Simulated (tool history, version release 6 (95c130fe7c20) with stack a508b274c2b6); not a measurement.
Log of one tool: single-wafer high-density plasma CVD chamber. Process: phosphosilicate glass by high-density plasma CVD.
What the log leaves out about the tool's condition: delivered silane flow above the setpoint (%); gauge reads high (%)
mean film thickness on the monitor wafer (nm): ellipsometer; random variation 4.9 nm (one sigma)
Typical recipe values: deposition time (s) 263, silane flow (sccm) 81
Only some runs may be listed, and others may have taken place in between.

| run | hour | deposition time (s) | silane flow (sccm) | wafers since the last listed run | hours since the silane flow controller was replaced | hours since the gauge calibration | read-back reference wafer on the same gauge, thickness_nm | mean film thickness on the monitor wafer (nm) |
|---|---|---|---|---|---|---|---|---|
| 1 | 0 | 228 | 93 | 0 | 2304.5 | 694.4 | 1650.473 | 1976.236 |
| 2 | 64.2 | 228 | 93 | 320 | 2368.7 | 758.6 | 1651.038 | 1968.585 |
| 3 | 136.7 | 228 | 93 | 361 | 2441.2 | 831.1 | 1652.694 | 1976.961 |
| 4 | 184 | 247 | 81 | 236 | 2488.5 | 878.4 | 1653.483 | 1865.787 |
| 5 | 225.8 | 247 | 81 | 208 | 2530.3 | 920.2 | 1654.685 | 1879.703 |
| 6 | 301.4 | 247 | 81 | 377 | 2605.9 | 995.8 | 1656.949 | 1865.012 |
| 7 | 408.9 | 263 | 81 | 536 | 2713.4 | 1103.3 | 1661.129 | 2004.312 |
| 8 | 490.6 | 263 | 81 | 407 | 2795.1 | 1185 | 1664.587 | 2001.393 |
| 9 | 579.8 | 263 | 76 | 445 | 2884.3 | 1274.2 | 1667.444 | 1879.115 |
| 10 | 654 | 263 | 81 | 370 | 2958.5 | 1348.4 | 1671.591 | 2003.332 |
| 11 | 748.7 | 235 | 81 | 472 | 3053.2 | 1443.1 | 1675.761 | 1800.274 |
| 12 | 926.6 | 235 | 81 | 887 | 3231.1 | 1621 | 1682.435 | 1816.725 |
|  | 994.9 | gauge calibrated |
| 13 | 995 | 235 | 81 | 341 | 3299.5 | 0.1 | 1641.652 | 1764.968 |
| 14 | 1102.3 | 263 | 81 | 535 | 3406.8 | 107.4 | 1641.279 | 1972.375 |
| 15 | 1179.3 | 218 | 88 | 384 | 3483.8 | 184.4 | 1642.317 | 1776.751 |
| 16 | 1270.9 | 263 | 81 | 457 | 3575.4 | 276 | 1642.791 | 1979.746 |
|  | 1292.7 | silane flow controller replaced |
| 17 | 1335.7 | 240 | 87 | 283 | 43 | 340.8 | 1642.151 | 1936.773 |
| 18 | 1422.3 | 309 | 75 | 432 | 129.6 | 427.4 | 1645.413 | 2152.72 |
| 19 | 1490.5 | 263 | 81 | 340 | 197.8 | 495.6 | 1644.872 | 1982.258 |
| 20 | 1585.4 | 263 | 81 | 473 | 292.7 | 590.5 | 1647.842 | 1987.497 |
| 21 | 1687.8 | 263 | 92 | 511 | 395.1 | 692.9 | 1649.391 | 2252.104 |
| 22 | 1725.6 | 225 | 70 | 188 | 432.9 | 730.7 | 1651.155 | 1468.214 |
| 23 | 1784.8 | 232 | 95 | 295 | 492.1 | 789.9 | 1653.014 | 2051.158 |
| 24 | 1846.3 | 279 | 81 | 306 | 553.6 | 851.4 | 1653.974 | 2113.789 |
| 25 | 1953.9 | 295 | 81 | 537 | 661.2 | 959 | 1656.33 | 2239.856 |
| 26 | 2025.9 | 246 | 88 | 359 | 733.2 | 1031 | 1658.418 | 2025.441 |

Results per run with the tool's hidden condition removed, run-to-run variation unchanged:
| run | mean film thickness on the monitor wafer (nm) |
|---|---|
| 1 | 1964.62 |
| 2 | 1955.265 |
| 3 | 1961.418 |
| 4 | 1849.686 |
| 5 | 1862.142 |
| 6 | 1845.034 |
| 7 | 1978.579 |
| 8 | 1972.186 |
| 9 | 1847.839 |
| 10 | 1966.357 |
| 11 | 1762.634 |
| 12 | 1769.627 |
| 13 | 1763 |
| 14 | 1969.957 |
| 15 | 1774.188 |
| 16 | 1976.088 |
| 17 | 1932.45 |
| 18 | 2146.54 |
| 19 | 1975.371 |
| 20 | 1978.63 |
| 21 | 2239.23 |
| 22 | 1459.068 |
| 23 | 2036.622 |
| 24 | 2096.781 |
| 25 | 2217.699 |
| 26 | 2002.663 |
